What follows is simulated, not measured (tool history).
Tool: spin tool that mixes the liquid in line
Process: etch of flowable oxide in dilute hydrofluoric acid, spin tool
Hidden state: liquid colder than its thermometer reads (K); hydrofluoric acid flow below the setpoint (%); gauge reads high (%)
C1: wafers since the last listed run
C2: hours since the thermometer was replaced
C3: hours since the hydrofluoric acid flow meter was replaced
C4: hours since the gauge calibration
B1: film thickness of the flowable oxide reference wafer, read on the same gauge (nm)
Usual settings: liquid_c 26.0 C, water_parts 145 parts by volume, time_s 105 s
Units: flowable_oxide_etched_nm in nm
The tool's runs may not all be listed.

{"run": 1, "hour": 0.0, "liquid_c": 30.0, "water_parts": 145, "time_s": 105, "C1": 0, "C2": 837.7, "C3": 1972.0, "C4": 113.0, "B1": 89.95, "flowable_oxide_etched_nm": 44.98}
{"run": 2, "hour": 8.9, "liquid_c": 30.0, "water_parts": 145, "time_s": 105, "C1": 80, "C2": 846.6, "C3": 1980.9, "C4": 121.9, "B1": 89.97, "flowable_oxide_etched_nm": 44.59}
{"run": 3, "hour": 23.4, "liquid_c": 30.0, "water_parts": 145, "time_s": 105, "C1": 131, "C2": 861.1, "C3": 1995.4, "C4": 136.4, "B1": 90.04, "flowable_oxide_etched_nm": 44.77}
{"run": 4, "hour": 59.7, "liquid_c": 24.5, "water_parts": 145, "time_s": 105, "C1": 329, "C2": 897.4, "C3": 2031.7, "C4": 172.7, "B1": 89.98, "flowable_oxide_etched_nm": 36.44}
{"run": 5, "hour": 73.6, "liquid_c": 22.0, "water_parts": 145, "time_s": 105, "C1": 126, "C2": 911.3, "C3": 2045.6, "C4": 186.6, "B1": 90.02, "flowable_oxide_etched_nm": 32.74}
{"hour": 81.6, "done": "gauge calibrated"}
{"run": 6, "hour": 88.6, "liquid_c": 22.0, "water_parts": 145, "time_s": 105, "C1": 136, "C2": 926.3, "C3": 2060.6, "C4": 7.0, "B1": 89.98, "flowable_oxide_etched_nm": 32.96}
{"run": 7, "hour": 97.2, "liquid_c": 26.0, "water_parts": 195, "time_s": 55, "C1": 78, "C2": 934.9, "C3": 2069.2, "C4": 15.6, "B1": 90.02, "flowable_oxide_etched_nm": 14.07}
{"hour": 101.2, "done": "hydrofluoric acid flow meter replaced"}
{"hour": 101.5, "done": "thermometer replaced"}
{"run": 8, "hour": 104.1, "liquid_c": 26.0, "water_parts": 195, "time_s": 55, "C1": 51, "C2": 2.6, "C3": 2.9, "C4": 22.5, "B1": 89.99, "flowable_oxide_etched_nm": 13.62}
{"run": 9, "hour": 118.4, "liquid_c": 23.5, "water_parts": 145, "time_s": 105, "C1": 129, "C2": 16.9, "C3": 17.2, "C4": 36.8, "B1": 89.97, "flowable_oxide_etched_nm": 33.3}
{"run": 10, "hour": 125.6, "liquid_c": 23.5, "water_parts": 145, "time_s": 105, "C1": 65, "C2": 24.1, "C3": 24.4, "C4": 44.0, "B1": 89.99, "flowable_oxide_etched_nm": 33.15}
{"run": 11, "hour": 131.9, "liquid_c": 26.0, "water_parts": 185, "time_s": 105, "C1": 57, "C2": 30.4, "C3": 30.7, "C4": 50.3, "B1": 89.97, "flowable_oxide_etched_nm": 27.48}
{"hour": 133.6, "done": "thermometer replaced, repeated, since the last time left the tool worse"}
{"run": 12, "hour": 140.3, "liquid_c": 23.5, "water_parts": 190, "time_s": 105, "C1": 67, "C2": 6.7, "C3": 39.1, "C4": 58.7, "B1": 90.02, "flowable_oxide_etched_nm": 27.01}
{"run": 13, "hour": 148.5, "liquid_c": 23.5, "water_parts": 110, "time_s": 165, "C1": 74, "C2": 14.9, "C3": 47.3, "C4": 66.9, "B1": 89.99, "flowable_oxide_etched_nm": 79.29}
{"run": 14, "hour": 164.8, "liquid_c": 26.0, "water_parts": 195, "time_s": 55, "C1": 147, "C2": 31.2, "C3": 63.6, "C4": 83.2, "B1": 89.97, "flowable_oxide_etched_nm": 15.02}
{"run": 15, "hour": 179.1, "liquid_c": 26.0, "water_parts": 145, "time_s": 105, "C1": 129, "C2": 45.5, "C3": 77.9, "C4": 97.5, "B1": 89.99, "flowable_oxide_etched_nm": 40.71}
{"run": 16, "hour": 186.7, "liquid_c": 22.5, "water_parts": 180, "time_s": 50, "C1": 68, "C2": 53.1, "C3": 85.5, "C4": 105.1, "B1": 89.99, "flowable_oxide_etched_nm": 13.28}
{"run": 17, "hour": 199.5, "liquid_c": 30.5, "water_parts": 80, "time_s": 165, "C1": 116, "C2": 65.9, "C3": 98.3, "C4": 117.9, "B1": 89.98, "flowable_oxide_etched_nm": 150.88}
{"run": 18, "hour": 207.7, "liquid_c": 26.0, "water_parts": 145, "time_s": 105, "C1": 74, "C2": 74.1, "C3": 106.5, "C4": 126.1, "B1": 89.98, "flowable_oxide_etched_nm": 41.07}
{"run": 19, "hour": 216.5, "liquid_c": 31.0, "water_parts": 80, "time_s": 140, "C1": 79, "C2": 82.9, "C3": 115.3, "C4": 134.9, "B1": 89.99, "flowable_oxide_etched_nm": 128.94}
{"run": 20, "hour": 234.4, "liquid_c": 26.0, "water_parts": 145, "time_s": 105, "C1": 162, "C2": 100.8, "C3": 133.2, "C4": 152.8, "B1": 90.03, "flowable_oxide_etched_nm": 40.25}
{"run": 21, "hour": 244.5, "liquid_c": 21.0, "water_parts": 190, "time_s": 105, "C1": 91, "C2": 110.9, "C3": 143.3, "C4": 162.9, "B1": 89.99, "flowable_oxide_etched_nm": 24.34}

4 ways to go on from here, each from the tool as it stands after run 21. What would each give?
{"run": "A", "hour": 244.9, "liquid_c": 26.0, "water_parts": 145, "time_s": 105, "C1": 3, "C2": 111.3, "C3": 143.7, "C4": 163.3, "B1": "?", "flowable_oxide_etched_nm": "?"}
{"run": "B", "hour": 244.9, "liquid_c": 21.0, "water_parts": 85, "time_s": 65, "C1": 3, "C2": 111.3, "C3": 143.7, "C4": 163.3, "B1": "?", "flowable_oxide_etched_nm": "?"}
{"run": "C", "hour": 244.9, "liquid_c": 21.5, "water_parts": 145, "time_s": 105, "C1": 3, "C2": 111.3, "C3": 143.7, "C4": 163.3, "B1": "?", "flowable_oxide_etched_nm": "?"}
{"run": "D", "hour": 244.9, "liquid_c": 29.5, "water_parts": 185, "time_s": 165, "C1": 3, "C2": 111.3, "C3": 143.7, "C4": 163.3, "B1": "?", "flowable_oxide_etched_nm": "?"}

run=A B1=89.96 flowable_oxide_etched_nm=40.60
run=B B1=89.96 flowable_oxide_etched_nm=37.74
run=C B1=89.96 flowable_oxide_etched_nm=34.11
run=D B1=89.96 flowable_oxide_etched_nm=54.16
Without the tool's hidden state the same runs would have given:
run=A flowable_oxide_etched_nm=41.45
run=B flowable_oxide_etched_nm=38.60
run=C flowable_oxide_etched_nm=34.86
run=D flowable_oxide_etched_nm=55.22

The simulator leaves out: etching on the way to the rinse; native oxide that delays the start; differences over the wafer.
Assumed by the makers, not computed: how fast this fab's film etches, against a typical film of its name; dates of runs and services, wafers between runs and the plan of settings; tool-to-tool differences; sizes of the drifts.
